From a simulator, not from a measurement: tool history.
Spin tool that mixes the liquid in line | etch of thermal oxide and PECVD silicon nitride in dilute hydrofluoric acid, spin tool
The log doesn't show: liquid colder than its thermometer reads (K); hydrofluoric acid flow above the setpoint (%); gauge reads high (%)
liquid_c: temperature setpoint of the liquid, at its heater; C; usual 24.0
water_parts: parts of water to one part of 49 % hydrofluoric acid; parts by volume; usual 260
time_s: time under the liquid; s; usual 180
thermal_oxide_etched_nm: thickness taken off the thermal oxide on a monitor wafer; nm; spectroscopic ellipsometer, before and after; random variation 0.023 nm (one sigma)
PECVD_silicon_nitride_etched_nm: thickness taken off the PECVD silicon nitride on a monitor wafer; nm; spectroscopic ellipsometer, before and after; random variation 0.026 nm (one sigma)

run   hour  liquid_c  water_parts  time_s  wafers since the last listed run  hours since the thermometer was replaced  hours since the hydrofluoric acid flow meter was replaced  hours since the gauge calibration  read-back film thickness of the thermal oxide reference wafer, read on the same gauge (nm)  read-back film thickness of the PECVD silicon nitride reference wafer, read on the same gauge (nm)  thermal_oxide_etched_nm  PECVD_silicon_nitride_etched_nm
  1    0.0      24.0          190     180                                 0                                     742.7                                                       82.3                              281.8                                                                                     100.008                                                                                             110.006                    3.690                            1.458
  2   10.2      24.0          260     270                                49                                     752.9                                                       92.5                              292.0                                                                                     100.024                                                                                             109.985                    3.762                            1.619
  3   19.3      24.0          260     180                                44                                     762.0                                                      101.6                              301.1                                                                                     100.008                                                                                             110.008                    2.505                            1.105
  4   36.7      24.0          260     180                                84                                     779.4                                                      119.0                              318.5                                                                                     100.047                                                                                             109.988                    2.503                            1.087
      43.8  -- gauge calibrated
  5   53.1      26.0          260     180                                79                                     795.8                                                      135.4                                9.3                                                                                     100.010                                                                                             110.010                    2.662                            1.234
  6   66.0      24.0          260     180                                62                                     808.7                                                      148.3                               22.2                                                                                     100.023                                                                                             109.990                    2.491                            1.104
  7   82.5      24.0          260     285                                80                                     825.2                                                      164.8                               38.7                                                                                      99.984                                                                                             109.984                    3.923                            1.714
  8   89.5      22.0          260     280                                34                                     832.2                                                      171.8                               45.7                                                                                     100.032                                                                                             110.007                    3.604                            1.399
  9  112.6      24.0          260     180                               112                                     855.3                                                      194.9                               68.8                                                                                      99.996                                                                                             110.001                    2.472                            1.071
 10  120.2      29.0          130      80                                37                                     862.9                                                      202.5                               76.4                                                                                     100.000                                                                                             109.990                    3.073                            1.327
 11  129.1      24.0          260     270                                43                                     871.8                                                      211.4                               85.3                                                                                     100.035                                                                                             109.998                    3.697                            1.634
 12  140.7      24.0          185     260                                56                                     883.4                                                      223.0                               96.9                                                                                     100.009                                                                                             110.002                    5.358                            2.151
 13  147.3      24.0          260     270                                32                                     890.0                                                      229.6                              103.5                                                                                     100.037                                                                                             109.991                    3.721                            1.602
 14  163.6      22.0          145     280                                79                                     906.3                                                      245.9                              119.8                                                                                      99.983                                                                                             109.996                    7.133                            2.533
 15  175.3      24.0          295     180                                57                                     918.0                                                      257.6                              131.5                                                                                     100.010                                                                                             109.998                    2.106                            0.949
     181.6  -- thermometer replaced
 16  182.1      24.0          260     180                                28                                       0.5                                                      264.4                              138.3                                                                                     100.004                                                                                             110.000                    2.719                            1.237
 17  190.2      20.0          330     180                                39                                       8.6                                                      272.5                              146.4                                                                                     100.028                                                                                             109.987                    1.757                            0.795
 18  201.0      22.0          260     130                                52                                      19.4                                                      283.3                              157.2                                                                                     100.007                                                                                             109.993                    1.833                            0.799
 19  217.3      24.0          260     125                                79                                      35.7                                                      299.6                              173.5                                                                                      99.990                                                                                             109.993                    1.868                            0.833
 20  226.8      25.5          225     240                                46                                      45.2                                                      309.1                              183.0                                                                                     100.023                                                                                             109.999                    4.583                            2.012
 21  234.5      24.0          260     180                                37                                      52.9                                                      316.8                              190.7                                                                                      99.996                                                                                             109.984                    2.697                            1.271
 22  251.5      26.0          260     215                                82                                      69.9                                                      333.8                              207.7                                                                                      99.998                                                                                             110.000                    3.427                            1.646
 23  268.8      24.0          260     180                                84                                      87.2                                                      351.1                              225.0                                                                                     100.030                                                                                             109.990                    2.730                            1.259
 24  284.7      24.0          260     270                                77                                     103.1                                                      367.0                              240.9                                                                                      99.985                                                                                             109.991                    4.077                            1.821
 25  291.5      21.5          345     135                                33                                     109.9                                                      373.8                              247.7                                                                                     100.020                                                                                             110.013                    1.297                            0.615
 26  307.0      24.0          260     180                                75                                     125.4                                                      389.3                              263.2                                                                                      99.978                                                                                             109.990                    2.679                            1.181

4 ways to go on from here, each from the tool as it stands after run 26. What would each give?
  A  307.5      24.0          260     180                                 2                                     125.9                                                      389.8                              263.7                                                                                           ?                                                                                                   ?                        ?                                ?
  B  307.5      24.0          300     180                                 2                                     125.9                                                      389.8                              263.7                                                                                           ?                                                                                                   ?                        ?                                ?
  C  307.5      21.0          135     250                                 2                                     125.9                                                      389.8                              263.7                                                                                           ?                                                                                                   ?                        ?                                ?
  D  307.5      21.0          205     230                                 2                                     125.9                                                      389.8                              263.7                                                                                           ?                                                                                                   ?                        ?                                ?

run  read-back film thickness of the thermal oxide reference wafer, read on the same gauge (nm)  read-back film thickness of the PECVD silicon nitride reference wafer, read on the same gauge (nm)  thermal_oxide_etched_nm  PECVD_silicon_nitride_etched_nm
  A                                                                                     100.036                                                                                             110.014                    2.655                            1.207
  B                                                                                     100.036                                                                                             110.014                    2.212                            1.048
  C                                                                                     100.036                                                                                             110.014                    7.215                            2.628
  D                                                                                     100.036                                                                                             110.014                    4.067                            1.609
Without the tool's hidden state the same runs would have given:
run  thermal_oxide_etched_nm  PECVD_silicon_nitride_etched_nm
  A                    2.698                            1.241
  B                    2.247                            1.077
  C                    7.345                            2.708
  D                    4.137                            1.656
